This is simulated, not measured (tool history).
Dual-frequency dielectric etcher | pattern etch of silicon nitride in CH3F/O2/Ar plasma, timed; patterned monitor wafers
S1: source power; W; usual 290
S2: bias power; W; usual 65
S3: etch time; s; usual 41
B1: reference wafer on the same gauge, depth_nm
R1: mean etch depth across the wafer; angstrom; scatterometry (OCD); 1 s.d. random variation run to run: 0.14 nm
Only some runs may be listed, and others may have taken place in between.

run    hour   S1  S2    S3     B1     R1
  1       0  290  65    41  23.31  226.9
         24  -- upper electrode replaced
  2    50.5  290  65    41  23.32  222.5
  3   128.5  310  65    41  23.32  226.7
      170.7  -- wet clean of the chamber
  4   209.4  310  65    41  23.28  240.1
  5   276.9  290  77  48.5   23.3  292.6
  6   362.2  340  65    41  23.28  246.1
      624.4  -- source power generator calibrated
  7   634.3  340  65    41  23.31  241.3
  8   720.5  290  65    49   23.3  270.4
  9   790.8  290  65    33  23.33  180.1
 10   876.7  240  73    41  23.32  215.7
 11   920.8  290  65    41  23.34  221.5
      956.2  -- wet clean of the chamber
 12  1021.1  260  52    32  23.36  164.2
     1050.9  -- bias power generator calibrated
 13  1122.9  290  79  46.5  23.32  273.5
 14  1167.9  290  65  52.5  23.26  297.5
 15  1226.4  260  61  50.5  23.29  267.7
 16  1280.8  290  65    41  23.31    230
 17  1382.2  350  65  35.5  23.23  209.3
     1382.5  -- gauge calibrated
 18  1480.9  290  65    41  23.32    225
 19  1549.3  290  73    41  23.27  233.7
     1581.7  -- wet clean of the chamber
 20  1631.3  340  76  29.5  23.31  185.4
 21  1682.7  290  56    41  23.39  225.5
 22  1757.7  310  79    41  23.33  250.5
 23  1802.7  290  65    41  23.29  232.1
 24  1881.9  320  65    50  23.27  293.1
 25  1948.8  310  79    41  23.29    249
 26  2018.2  340  65    52  23.26  306.4
 27  2117.3  290  65    41  23.33  226.4
 28  2184.7  290  65  52.5  23.29  289.4
     2245.1  -- wet clean of the chamber
 29  2245.6  290  60  44.5  23.33    254
 30  2322.5  360  70    31  23.31  195.8

4 options for the next run, each taken on its own from the tool as it stands now. Forecast them:
  A  2322.9  290  72  41   ?   ?
  B  2322.9  290  80  32   ?   ?
  C  2322.9  360  51  45   ?   ?
  D  2322.9  260  65  41   ?   ?

run    B1     R1
  A  23.3  244.7
  B  23.3  196.8
  C  23.3  264.8
  D  23.3  229.4
What these runs would have given with no unlogged condition in the tool:
run     R1
  A  244.4
  B  196.5
  C  264.4
  D    229

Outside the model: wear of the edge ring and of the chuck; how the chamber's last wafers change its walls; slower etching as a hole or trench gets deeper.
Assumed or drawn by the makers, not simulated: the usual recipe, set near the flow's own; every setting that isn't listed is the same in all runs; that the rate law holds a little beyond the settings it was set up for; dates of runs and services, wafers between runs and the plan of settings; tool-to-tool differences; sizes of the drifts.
